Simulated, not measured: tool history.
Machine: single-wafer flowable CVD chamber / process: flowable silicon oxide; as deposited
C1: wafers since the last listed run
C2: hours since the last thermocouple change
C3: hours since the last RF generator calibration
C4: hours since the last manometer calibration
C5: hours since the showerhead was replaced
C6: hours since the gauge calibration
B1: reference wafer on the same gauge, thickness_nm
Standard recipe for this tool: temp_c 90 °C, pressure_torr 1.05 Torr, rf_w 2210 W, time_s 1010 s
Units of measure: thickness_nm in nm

Run 1, hour 0: usual settings; C1 0; C2 879.8; C3 172.2; C4 1659.5; C5 2850.2; C6 1367.1; B1 1189.305. Result: thickness_nm 1270.663 nm.
At hour 37.4: capacitance manometer re-zeroed and calibrated.
Run 2, hour 107.5: usual settings; C1 152; C2 987.3; C3 279.7; C4 70.1; C5 2957.7; C6 1474.6; B1 1189.826. Result: thickness_nm 1272.914 nm.
Run 3, hour 182.7: usual settings but temp_c 86 °C; C1 115; C2 1062.5; C3 354.9; C4 145.3; C5 3032.9; C6 1549.8; B1 1189.66. Result: thickness_nm 1442.51 nm.
Run 4, hour 282.9: usual settings but temp_c 86 °C; C1 153; C2 1162.7; C3 455.1; C4 245.5; C5 3133.1; C6 1650; B1 1189.081. Result: thickness_nm 1427.4 nm.
Run 5, hour 345.9: usual settings but rf_w 2065 W; C1 96; C2 1225.7; C3 518.1; C4 308.5; C5 3196.1; C6 1713; B1 1189.15. Result: thickness_nm 1265.195 nm.
Run 6, hour 419.6: usual settings; C1 112; C2 1299.4; C3 591.8; C4 382.2; C5 3269.8; C6 1786.7; B1 1190.638. Result: thickness_nm 1269.262 nm.
Run 7, hour 481.2: usual settings; C1 94; C2 1361; C3 653.4; C4 443.8; C5 3331.4; C6 1848.3; B1 1188.884. Result: thickness_nm 1280.19 nm.
Run 8, hour 563.8: usual settings; C1 126; C2 1443.6; C3 736; C4 526.4; C5 3414; C6 1930.9; B1 1189.75. Result: thickness_nm 1272.871 nm.
At hour 662.4: RF generator calibrated.
Run 9, hour 665.9: usual settings but pressure_torr 1.16 Torr, rf_w 2320 W; C1 144; C2 1545.7; C3 3.5; C4 628.5; C5 3516.1; C6 2033; B1 1189.539. Result: thickness_nm 1409.083 nm.
Run 10, hour 766.6: usual settings; C1 154; C2 1646.4; C3 104.2; C4 729.2; C5 3616.8; C6 2133.7; B1 1189.482. Result: thickness_nm 1276.714 nm.
Run 11, hour 804.3: usual settings but temp_c 80 °C, pressure_torr 0.84 Torr; C1 57; C2 1684.1; C3 141.9; C4 766.9; C5 3654.5; C6 2171.4; B1 1190.794. Result: thickness_nm 1356.632 nm.
At hour 881.5: showerhead replaced.
Run 12, hour 881.9: usual settings; C1 106; C2 1761.7; C3 219.5; C4 844.5; C5 0.4; C6 2249; B1 1190.992. Result: thickness_nm 1284.614 nm.
Run 13, hour 987.2: usual settings but temp_c 78 °C, rf_w 2490 W; C1 161; C2 1867; C3 324.8; C4 949.8; C5 105.7; C6 2354.3; B1 1189.609. Result: thickness_nm 1845.575 nm.
At hour 992.7: gauge calibrated.
Run 14, hour 1043.6: usual settings; C1 86; C2 1923.4; C3 381.2; C4 1006.2; C5 162.1; C6 50.9; B1 1189.188. Result: thickness_nm 1267.402 nm.
At hour 1109.2: thermocouple changed; heater temperature recalibrated.
Run 15, hour 1129.5: usual settings but temp_c 103 °C, pressure_torr 1.19 Torr; C1 119; C2 20.3; C3 467.1; C4 1092.1; C5 248; C6 136.8; B1 1189.034. Result: thickness_nm 930.955 nm.
Run 16, hour 1197.9: usual settings but pressure_torr 1.29 Torr, time_s 1070 s; C1 104; C2 88.7; C3 535.5; C4 1160.5; C5 316.4; C6 205.2; B1 1190.748. Result: thickness_nm 1665.19 nm.
Run 17, hour 1274.4: usual settings but pressure_torr 0.79 Torr, rf_w 2590 W, time_s 820 s; C1 117; C2 165.2; C3 612; C4 1237; C5 392.9; C6 281.7; B1 1190.38. Result: thickness_nm 777.258 nm.
Run 18, hour 1357.7: usual settings; C1 127; C2 248.5; C3 695.3; C4 1320.3; C5 476.2; C6 365; B1 1189.886. Result: thickness_nm 1272.299 nm.
Run 19, hour 1428.1: usual settings but pressure_torr 1.29 Torr, rf_w 2045 W, time_s 850 s; C1 107; C2 318.9; C3 765.7; C4 1390.7; C5 546.6; C6 435.4; B1 1188.969. Result: thickness_nm 1289.581 nm.
Run 20, hour 1472.5: usual settings but temp_c 79 °C, pressure_torr 0.85 Torr, time_s 1180 s; C1 67; C2 363.3; C3 810.1; C4 1435.1; C5 591; C6 479.8; B1 1190.718. Result: thickness_nm 1648.467 nm.
Run 21, hour 1515.1: usual settings but pressure_torr 0.8 Torr; C1 65; C2 405.9; C3 852.7; C4 1477.7; C5 633.6; C6 522.4; B1 1189.747. Result: thickness_nm 957.047 nm.
At hour 1535: capacitance manometer re-zeroed and calibrated.
At hour 1619: RF generator calibrated.
Run 22, hour 1619.5: usual settings; C1 135; C2 510.3; C3 0.5; C4 84.5; C5 738; C6 626.8; B1 1189.956. Result: thickness_nm 1264.616 nm.
Run 23, hour 1672.5: usual settings; C1 81; C2 563.3; C3 53.5; C4 137.5; C5 791; C6 679.8; B1 1190.676. Result: thickness_nm 1273.824 nm.
Run 24, hour 1764: usual settings but rf_w 1880 W, time_s 1130 s; C1 140; C2 654.8; C3 145; C4 229; C5 882.5; C6 771.3; B1 1191.222. Result: thickness_nm 1386.069 nm.
Run 25, hour 1871.9: usual settings but pressure_torr 1.24 Torr; C1 165; C2 762.7; C3 252.9; C4 336.9; C5 990.4; C6 879.2; B1 1189.528. Result: thickness_nm 1513.8 nm.
Run 26, hour 1936.2: usual settings; C1 98; C2 827; C3 317.2; C4 401.2; C5 1054.7; C6 943.5; B1 1190.591. Result: thickness_nm 1269.006 nm.
Run 27, hour 1999.8: usual settings but pressure_torr 0.89 Torr, rf_w 2360 W, time_s 1130 s; C1 97; C2 890.6; C3 380.8; C4 464.8; C5 1118.3; C6 1007.1; B1 1189.865. Result: thickness_nm 1217.146 nm.
Run 28, hour 2088.9: usual settings but pressure_torr 1.24 Torr; C1 136; C2 979.7; C3 469.9; C4 553.9; C5 1207.4; C6 1096.2; B1 1190.449. Result: thickness_nm 1489.885 nm.

Entry by entry between the runs, the difference in hidden state between the last listed run before and the first listed run after:
Between runs 1 and 2: capacitance manometer re-zeroed and calibrated (hour 37.4)
  no difference in the tool's unlogged condition between these two runs
Between runs 8 and 9: RF generator calibrated (hour 662.4)
  no difference in the tool's unlogged condition between these two runs
Between runs 11 and 12: showerhead replaced (hour 881.5)
  no difference in the tool's unlogged condition between these two runs
Between runs 13 and 14: gauge calibrated (hour 992.7)
  no difference in the tool's unlogged condition between these two runs
Between runs 14 and 15: thermocouple changed; heater temperature recalibrated (hour 1109.2)
  no difference in the tool's unlogged condition between these two runs
Between runs 21 and 22: capacitance manometer re-zeroed and calibrated (hour 1535); RF generator calibrated (hour 1619)
  no difference in the tool's unlogged condition between these two runs
